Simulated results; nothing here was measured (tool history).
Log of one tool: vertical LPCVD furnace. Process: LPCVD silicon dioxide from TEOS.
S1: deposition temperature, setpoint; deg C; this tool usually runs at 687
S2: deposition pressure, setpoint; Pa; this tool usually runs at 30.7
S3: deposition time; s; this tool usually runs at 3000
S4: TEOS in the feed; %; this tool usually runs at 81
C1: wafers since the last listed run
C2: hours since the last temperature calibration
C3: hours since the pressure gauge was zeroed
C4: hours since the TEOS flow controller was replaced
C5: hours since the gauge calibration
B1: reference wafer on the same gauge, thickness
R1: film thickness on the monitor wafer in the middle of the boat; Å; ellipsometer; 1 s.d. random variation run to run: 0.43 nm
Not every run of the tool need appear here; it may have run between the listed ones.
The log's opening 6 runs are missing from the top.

run 7 day=7.121 | S1=687 S2=30.7 S3=3000 S4=81 | C1=775 C2=2389.9 C3=2501.3 C4=5046.4 C5=338.3 | B1=215.98 | R1=2445.1
run 8 day=10.729 | S1=687 S2=30.7 S3=3000 S4=81 | C1=1968 C2=2476.5 C3=2587.9 C4=5133 C5=424.9 | B1=216.14 | R1=2438.2
-- day=12.721 thermocouples replaced and temperature profile calibrated
run 9 day=12.742 | S1=681 S2=30.7 S3=3000 S4=81 | C1=552 C2=0.5 C3=2636.2 C4=5181.3 C5=473.2 | B1=216.1 | R1=1966.1
run 10 day=13.367 | S1=681 S2=30.7 S3=3000 S4=81 | C1=341 C2=15.5 C3=2651.2 C4=5196.3 C5=488.2 | B1=215.93 | R1=1969.3
-- day=14.5 pressure gauge zeroed
run 11 day=14.521 | S1=681 S2=30.7 S3=3000 S4=81 | C1=84 C2=43.2 C3=0.5 C4=5224 C5=515.9 | B1=216.07 | R1=2026.4
run 12 day=15.083 | S1=687 S2=30.7 S3=3270 S4=92 | C1=306 C2=56.7 C3=14 C4=5237.5 C5=529.4 | B1=215.93 | R1=2717.6
run 13 day=16.346 | S1=687 S2=30.7 S3=3270 S4=92 | C1=688 C2=87 C3=44.3 C4=5267.8 C5=559.7 | B1=216.01 | R1=2737.7
run 14 day=17.142 | S1=687 S2=30.7 S3=3000 S4=81 | C1=434 C2=106.1 C3=63.4 C4=5286.9 C5=578.8 | B1=216.01 | R1=2355.5
run 15 day=18.483 | S1=687 S2=30.7 S3=3000 S4=81 | C1=732 C2=138.3 C3=95.6 C4=5319.1 C5=611 | B1=215.99 | R1=2360.6
run 16 day=19.108 | S1=687 S2=30.7 S3=3000 S4=81 | C1=341 C2=153.3 C3=110.6 C4=5334.1 C5=626 | B1=216.1 | R1=2363.9
run 17 day=19.958 | S1=687 S2=30.7 S3=3000 S4=81 | C1=463 C2=173.7 C3=131 C4=5354.5 C5=646.4 | B1=215.91 | R1=2358.7
run 18 day=21.408 | S1=687 S2=30.7 S3=2610 S4=75 | C1=791 C2=208.5 C3=165.8 C4=5389.3 C5=681.2 | B1=215.96 | R1=1978.8
run 19 day=22.108 | S1=683 S2=30.7 S3=3930 S4=66 | C1=381 C2=225.3 C3=182.6 C4=5406.1 C5=698 | B1=215.96 | R1=2552.8
-- day=24.038 TEOS flow controller replaced
run 20 day=24.058 | S1=692 S2=28.7 S3=2310 S4=68 | C1=518 C2=272.1 C3=229.4 C4=0.5 C5=744.8 | B1=216.12 | R1=1824.4
run 21 day=24.329 | S1=679 S2=30.7 S3=3000 S4=81 | C1=147 C2=278.6 C3=235.9 C4=7 C5=751.3 | B1=216.07 | R1=1963.6
run 22 day=24.846 | S1=687 S2=24.7 S3=3000 S4=88 | C1=281 C2=291 C3=248.3 C4=19.4 C5=763.7 | B1=215.81 | R1=2221.7
-- day=25.458 gauge calibrated
run 23 day=26.167 | S1=691 S2=30.7 S3=3000 S4=81 | C1=720 C2=322.7 C3=280 C4=51.1 C5=17 | B1=215.89 | R1=2619.4
run 24 day=26.746 | S1=692 S2=30.7 S3=3000 S4=81 | C1=316 C2=336.6 C3=293.9 C4=65 C5=30.9 | B1=215.95 | R1=2689
run 25 day=27.871 | S1=693 S2=30.7 S3=3000 S4=81 | C1=613 C2=363.6 C3=320.9 C4=92 C5=57.9 | B1=216.03 | R1=2743.4
run 26 day=29.029 | S1=687 S2=26 S3=4170 S4=68 | C1=632 C2=391.4 C3=348.7 C4=119.8 C5=85.7 | B1=215.91 | R1=2802.8
run 27 day=30.508 | S1=687 S2=30.7 S3=3000 S4=81 | C1=807 C2=426.9 C3=384.2 C4=155.3 C5=121.2 | B1=215.92 | R1=2392.6
run 28 day=34.075 | S1=687 S2=37.3 S3=3000 S4=81 | C1=1946 C2=512.5 C3=469.8 C4=240.9 C5=206.8 | B1=216.03 | R1=2653.1
run 29 day=34.738 | S1=687 S2=30.7 S3=1980 S4=81 | C1=361 C2=528.4 C3=485.7 C4=256.8 C5=222.7 | B1=215.89 | R1=1584.8
run 30 day=35.488 | S1=687 S2=30.7 S3=4080 S4=81 | C1=409 C2=546.4 C3=503.7 C4=274.8 C5=240.7 | B1=216.02 | R1=3263

5 options for the next run, each taken on its own from the tool as it stands now. Forecast them:
run A day=35.65 | S1=687 S2=27.3 S3=3000 S4=81 | C1=88 C2=550.3 C3=507.6 C4=278.7 C5=244.6 | B1=? | R1=?
run B day=35.65 | S1=687 S2=30.7 S3=2670 S4=81 | C1=88 C2=550.3 C3=507.6 C4=278.7 C5=244.6 | B1=? | R1=?
run C day=35.65 | S1=684 S2=35.3 S3=3000 S4=92 | C1=88 C2=550.3 C3=507.6 C4=278.7 C5=244.6 | B1=? | R1=?
run D day=35.65 | S1=687 S2=24 S3=3000 S4=81 | C1=88 C2=550.3 C3=507.6 C4=278.7 C5=244.6 | B1=? | R1=?
run E day=35.65 | S1=687 S2=26 S3=3000 S4=81 | C1=88 C2=550.3 C3=507.6 C4=278.7 C5=244.6 | B1=? | R1=?

run=A B1=216.14 R1=2263
run=B B1=216.14 R1=2135.1
run=C B1=216.14 R1=2556.9
run=D B1=216.14 R1=2118.2
run=E B1=216.14 R1=2206.2
With the hidden condition removed and each run's random variation left untouched, the same runs would have given:
run=A R1=2194.4
run=B R1=2068.7
run=C R1=2474.4
run=D R1=2056.2
run=E R1=2140.2
